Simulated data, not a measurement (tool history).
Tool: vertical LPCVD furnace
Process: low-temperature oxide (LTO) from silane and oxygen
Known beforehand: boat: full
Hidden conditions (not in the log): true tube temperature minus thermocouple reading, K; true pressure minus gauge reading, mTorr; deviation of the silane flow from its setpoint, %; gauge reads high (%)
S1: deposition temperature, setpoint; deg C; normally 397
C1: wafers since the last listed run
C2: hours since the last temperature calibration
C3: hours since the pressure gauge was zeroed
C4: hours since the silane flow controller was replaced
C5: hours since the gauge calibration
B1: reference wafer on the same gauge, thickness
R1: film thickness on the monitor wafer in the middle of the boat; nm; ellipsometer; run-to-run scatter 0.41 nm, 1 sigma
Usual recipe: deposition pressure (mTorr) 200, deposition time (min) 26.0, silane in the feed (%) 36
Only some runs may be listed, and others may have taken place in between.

run 1 hour=0.0 | S1=397 deposition_pressure_(mTorr)=200 deposition_time_(min)=23.0 silane_in_the_feed_(%)=40 | C1=0 C2=1602.9 C3=2776.2 C4=3637.3 C5=186.9 | B1=217.05 | R1=196.70
run 2 hour=51.6 | S1=397 deposition_pressure_(mTorr)=230 deposition_time_(min)=26.0 silane_in_the_feed_(%)=36 | C1=1066 C2=1654.5 C3=2827.8 C4=3688.9 C5=238.5 | B1=217.06 | R1=224.68
run 3 hour=118.3 | S1=397 deposition_pressure_(mTorr)=230 deposition_time_(min)=26.0 silane_in_the_feed_(%)=36 | C1=1379 C2=1721.2 C3=2894.5 C4=3755.6 C5=305.2 | B1=216.90 | R1=224.35
run 4 hour=165.3 | S1=397 deposition_pressure_(mTorr)=230 deposition_time_(min)=26.0 silane_in_the_feed_(%)=36 | C1=971 C2=1768.2 C3=2941.5 C4=3802.6 C5=352.2 | B1=216.92 | R1=224.92
run 5 hour=263.2 | S1=397 deposition_pressure_(mTorr)=200 deposition_time_(min)=26.0 silane_in_the_feed_(%)=36 | C1=2024 C2=1866.1 C3=3039.4 C4=3900.5 C5=450.1 | B1=216.92 | R1=194.68
run 6 hour=326.6 | S1=397 deposition_pressure_(mTorr)=200 deposition_time_(min)=26.0 silane_in_the_feed_(%)=36 | C1=1310 C2=1929.5 C3=3102.8 C4=3963.9 C5=513.5 | B1=216.95 | R1=194.13
run 7 hour=393.3 | S1=397 deposition_pressure_(mTorr)=200 deposition_time_(min)=26.0 silane_in_the_feed_(%)=36 | C1=1379 C2=1996.2 C3=3169.5 C4=4030.6 C5=580.2 | B1=216.99 | R1=195.38
run 8 hour=472.0 | S1=397 deposition_pressure_(mTorr)=200 deposition_time_(min)=26.0 silane_in_the_feed_(%)=36 | C1=1627 C2=2074.9 C3=3248.2 C4=4109.3 C5=658.9 | B1=216.97 | R1=195.12
run 9 hour=511.5 | S1=397 deposition_pressure_(mTorr)=200 deposition_time_(min)=26.0 silane_in_the_feed_(%)=36 | C1=816 C2=2114.4 C3=3287.7 C4=4148.8 C5=698.4 | B1=217.09 | R1=194.79
run 10 hour=549.0 | S1=397 deposition_pressure_(mTorr)=200 deposition_time_(min)=26.0 silane_in_the_feed_(%)=36 | C1=775 C2=2151.9 C3=3325.2 C4=4186.3 C5=735.9 | B1=217.09 | R1=194.52
run 11 hour=625.3 | S1=397 deposition_pressure_(mTorr)=200 deposition_time_(min)=26.0 silane_in_the_feed_(%)=36 | C1=1577 C2=2228.2 C3=3401.5 C4=4262.6 C5=812.2 | B1=216.86 | R1=194.91
run 12 hour=730.0 | S1=397 deposition_pressure_(mTorr)=200 deposition_time_(min)=26.0 silane_in_the_feed_(%)=36 | C1=2164 C2=2332.9 C3=3506.2 C4=4367.3 C5=916.9 | B1=217.06 | R1=195.59
run 13 hour=807.3 | S1=397 deposition_pressure_(mTorr)=200 deposition_time_(min)=26.0 silane_in_the_feed_(%)=36 | C1=1598 C2=2410.2 C3=3583.5 C4=4444.6 C5=994.2 | B1=217.03 | R1=194.23
run 14 hour=903.1 | S1=397 deposition_pressure_(mTorr)=165 deposition_time_(min)=26.0 silane_in_the_feed_(%)=36 | C1=1980 C2=2506.0 C3=3679.3 C4=4540.4 C5=1090.0 | B1=216.94 | R1=160.06
run 15 hour=997.1 | S1=391 deposition_pressure_(mTorr)=200 deposition_time_(min)=26.0 silane_in_the_feed_(%)=40 | C1=1943 C2=2600.0 C3=3773.3 C4=4634.4 C5=1184.0 | B1=217.05 | R1=208.21
-- hour=1029.4 thermocouples replaced and temperature profile calibrated
run 16 hour=1060.6 | S1=397 deposition_pressure_(mTorr)=200 deposition_time_(min)=26.0 silane_in_the_feed_(%)=36 | C1=816 C2=31.2 C3=3836.8 C4=4697.9 C5=1247.5 | B1=216.99 | R1=194.91
run 17 hour=1107.9 | S1=391 deposition_pressure_(mTorr)=200 deposition_time_(min)=16.0 silane_in_the_feed_(%)=36 | C1=978 C2=78.5 C3=3884.1 C4=4745.2 C5=1294.8 | B1=217.00 | R1=112.31
-- hour=1160.8 gauge calibrated
run 18 hour=1198.9 | S1=407 deposition_pressure_(mTorr)=230 deposition_time_(min)=29.5 silane_in_the_feed_(%)=36 | C1=1881 C2=169.5 C3=3975.1 C4=4836.2 C5=38.1 | B1=217.01 | R1=285.01
run 19 hour=1237.0 | S1=397 deposition_pressure_(mTorr)=200 deposition_time_(min)=22.0 silane_in_the_feed_(%)=36 | C1=787 C2=207.6 C3=4013.2 C4=4874.3 C5=76.2 | B1=216.93 | R1=165.14
-- hour=1289.5 silane flow controller replaced
run 20 hour=1310.7 | S1=397 deposition_pressure_(mTorr)=200 deposition_time_(min)=26.0 silane_in_the_feed_(%)=34 | C1=1027 C2=281.3 C3=4086.9 C4=21.2 C5=149.9 | B1=217.00 | R1=180.65
-- hour=1393.0 pressure gauge zeroed
run 21 hour=1393.5 | S1=397 deposition_pressure_(mTorr)=200 deposition_time_(min)=20.5 silane_in_the_feed_(%)=36 | C1=1215 C2=364.1 C3=0.5 C4=104.0 C5=232.7 | B1=216.95 | R1=153.63
run 22 hour=1428.6 | S1=397 deposition_pressure_(mTorr)=200 deposition_time_(min)=26.0 silane_in_the_feed_(%)=36 | C1=725 C2=399.2 C3=35.6 C4=139.1 C5=267.8 | B1=217.05 | R1=194.81
run 23 hour=1465.6 | S1=387 deposition_pressure_(mTorr)=200 deposition_time_(min)=36.5 silane_in_the_feed_(%)=36 | C1=765 C2=436.2 C3=72.6 C4=176.1 C5=304.8 | B1=217.13 | R1=243.66
run 24 hour=1532.1 | S1=389 deposition_pressure_(mTorr)=150 deposition_time_(min)=26.0 silane_in_the_feed_(%)=40 | C1=1375 C2=502.7 C3=139.1 C4=242.6 C5=371.3 | B1=217.05 | R1=152.46
run 25 hour=1586.1 | S1=397 deposition_pressure_(mTorr)=155 deposition_time_(min)=26.0 silane_in_the_feed_(%)=36 | C1=1116 C2=556.7 C3=193.1 C4=296.6 C5=425.3 | B1=217.02 | R1=150.90
run 26 hour=1651.4 | S1=401 deposition_pressure_(mTorr)=235 deposition_time_(min)=18.0 silane_in_the_feed_(%)=40 | C1=1350 C2=622.0 C3=258.4 C4=361.9 C5=490.6 | B1=217.17 | R1=189.92
run 27 hour=1714.0 | S1=408 deposition_pressure_(mTorr)=200 deposition_time_(min)=30.0 silane_in_the_feed_(%)=42 | C1=1294 C2=684.6 C3=321.0 C4=424.5 C5=553.2 | B1=216.90 | R1=307.17
run 28 hour=1807.8 | S1=397 deposition_pressure_(mTorr)=200 deposition_time_(min)=26.0 silane_in_the_feed_(%)=36 | C1=1939 C2=778.4 C3=414.8 C4=518.3 C5=647.0 | B1=216.90 | R1=195.37
run 29 hour=1889.8 | S1=397 deposition_pressure_(mTorr)=200 deposition_time_(min)=26.0 silane_in_the_feed_(%)=36 | C1=1695 C2=860.4 C3=496.8 C4=600.3 C5=729.0 | B1=216.94 | R1=195.55

What the log doesn't show, run by run:
true tube temperature minus thermocouple reading, K: 0 at every run
true pressure minus gauge reading, mTorr: 0 at every run
deviation of the silane flow from its setpoint, %: 0 at every run
gauge reads high (%): 0 at every run

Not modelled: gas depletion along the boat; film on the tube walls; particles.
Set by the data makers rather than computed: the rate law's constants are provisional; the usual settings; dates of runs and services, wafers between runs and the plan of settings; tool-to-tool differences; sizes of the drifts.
